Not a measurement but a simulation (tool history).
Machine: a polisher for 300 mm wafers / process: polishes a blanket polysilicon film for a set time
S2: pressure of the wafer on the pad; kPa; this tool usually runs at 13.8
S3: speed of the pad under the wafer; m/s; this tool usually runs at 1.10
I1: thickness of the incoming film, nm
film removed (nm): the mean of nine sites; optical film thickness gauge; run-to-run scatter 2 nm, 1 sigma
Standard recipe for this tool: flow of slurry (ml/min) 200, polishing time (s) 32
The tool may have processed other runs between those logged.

Run 1, hour 0.0: usual settings but flow of slurry (ml/min) 235; I1 2047.3. Result: film removed (nm) 197.6.
Run 2, hour 15.1: usual settings but S3 0.86 m/s; I1 1991.3. Result: film removed (nm) 161.5.
Run 3, hour 37.9: usual settings but S3 0.86 m/s; I1 2028.4. Result: film removed (nm) 159.4.
Run 4, hour 71.6: usual settings but S3 0.86 m/s; I1 2035.6. Result: film removed (nm) 159.8.
Run 5, hour 95.3: usual settings; I1 2032.2. Result: film removed (nm) 189.2.
Run 6, hour 108.7: usual settings; I1 2042.3. Result: film removed (nm) 189.8.
Run 7, hour 135.2: usual settings; I1 2036.9. Result: film removed (nm) 189.3.
Run 8, hour 169.4: usual settings; I1 2037.2. Result: film removed (nm) 186.2.
At hour 182.2: worn pad replaced by a new one.
Run 9, hour 190.3: usual settings; I1 2061.1. Result: film removed (nm) 185.2.
Run 10, hour 205.8: usual settings but S2 15.2 kPa; I1 2043.6. Result: film removed (nm) 207.6.
Run 11, hour 239.8: usual settings but S2 15.2 kPa; I1 2061.1. Result: film removed (nm) 205.6.
Run 12, hour 262.3: usual settings but S2 15.2 kPa; I1 2038.9. Result: film removed (nm) 200.6.
At hour 270.6: head pressure recalibrated.
Run 13, hour 288.1: usual settings; I1 2037.1. Result: film removed (nm) 203.8.
Run 14, hour 308.1: usual settings but S2 17.2 kPa; I1 2053.6. Result: film removed (nm) 254.7.
Run 15, hour 332.7: usual settings but S2 17.2 kPa; I1 2051.2. Result: film removed (nm) 252.5.
At hour 334.6: slurry nozzle cleaned.
Run 16, hour 360.6: usual settings; I1 2015.1. Result: film removed (nm) 198.6.
At hour 395.5: worn pad replaced by a new one.
Run 17, hour 446.0: usual settings but S2 15.2 kPa; I1 2055.7. Result: film removed (nm) 215.9.
Run 18, hour 470.5: usual settings but flow of slurry (ml/min) 250, S2 17.2 kPa, S3 0.88 m/s, polishing time (s) 41; I1 2032.1. Result: film removed (nm) 273.0.
Run 19, hour 488.7: usual settings but polishing time (s) 37; I1 2031.2. Result: film removed (nm) 226.3.
Run 20, hour 506.6: usual settings but S2 17.2 kPa; I1 2006.8. Result: film removed (nm) 244.6.
Run 21, hour 523.0: usual settings but polishing time (s) 35; I1 2036.9. Result: film removed (nm) 207.9.
Run 22, hour 547.2: usual settings; I1 2010.3. Result: film removed (nm) 197.4.
Run 23, hour 572.3: usual settings; I1 2060.5. Result: film removed (nm) 190.4.
At hour 606.3: worn pad replaced by a new one.
Run 24, hour 606.8: usual settings but S2 11.7 kPa, polishing time (s) 29; I1 1996.9. Result: film removed (nm) 146.0.
Run 25, hour 623.6: usual settings but flow of slurry (ml/min) 245, S2 9.7 kPa; I1 2050.6. Result: film removed (nm) 136.3.
Run 26, hour 654.0: usual settings but flow of slurry (ml/min) 240, S2 18.6 kPa, S3 0.96 m/s, polishing time (s) 36; I1 2003.1. Result: film removed (nm) 264.9.
Run 27, hour 680.6: usual settings; I1 2023.0. Result: film removed (nm) 185.7.
Run 28, hour 695.3: usual settings; I1 1989.0. Result: film removed (nm) 186.9.
Run 29, hour 723.2: usual settings but S3 0.84 m/s; I1 2025.9. Result: film removed (nm) 153.0.
At hour 739.9: head pressure recalibrated.
Run 30, hour 743.8: usual settings but S2 9.7 kPa; I1 2044.0. Result: film removed (nm) 143.5.
Run 31, hour 759.8: usual settings but flow of slurry (ml/min) 165, S2 18.6 kPa, S3 1.30 m/s; I1 2001.7. Result: film removed (nm) 295.6.
Run 32, hour 792.0: usual settings but S2 15.2 kPa, polishing time (s) 39; I1 2011.0. Result: film removed (nm) 270.4.
At hour 813.3: slurry nozzle cleaned.
At hour 816.8: worn pad replaced by a new one.
Run 33, hour 817.3: usual settings but flow of slurry (ml/min) 160, S2 10.3 kPa; I1 2061.5. Result: film removed (nm) 142.9.
Run 34, hour 842.5: usual settings but S2 11.0 kPa, S3 0.92 m/s, polishing time (s) 39; I1 1999.3. Result: film removed (nm) 169.9.
Run 35, hour 869.9: usual settings but flow of slurry (ml/min) 225, S2 9.7 kPa, S3 1.24 m/s, polishing time (s) 23; I1 2050.3. Result: film removed (nm) 109.0.
Run 36, hour 890.9: usual settings; I1 2057.0. Result: film removed (nm) 197.8.
Run 37, hour 923.0: usual settings but polishing time (s) 28; I1 2030.5. Result: film removed (nm) 169.4.
Run 38, hour 1030.8: usual settings; I1 2013.9. Result: film removed (nm) 190.0.

Forecast each of these 3 alternatives for the next run:
Run A, hour 1031.2: usual settings but S2 17.9 kPa; I1 2023.5. Result: film removed (nm) ?.
Run B, hour 1031.2: usual settings but flow of slurry (ml/min) 250, S3 0.90 m/s; I1 2023.5. Result: film removed (nm) ?.
Run C, hour 1031.2: usual settings but flow of slurry (ml/min) 130, S2 11.0 kPa, S3 0.98 m/s, polishing time (s) 25; I1 2023.5. Result: film removed (nm) ?.

run  film removed (nm)
  A              248.3
  B              170.7
  C              102.3
The same runs, with their run-to-run variation unchanged, on a tool lacking any hidden condition would have given:
run  film removed (nm)
  A              261.8
  B              179.9
  C              107.8
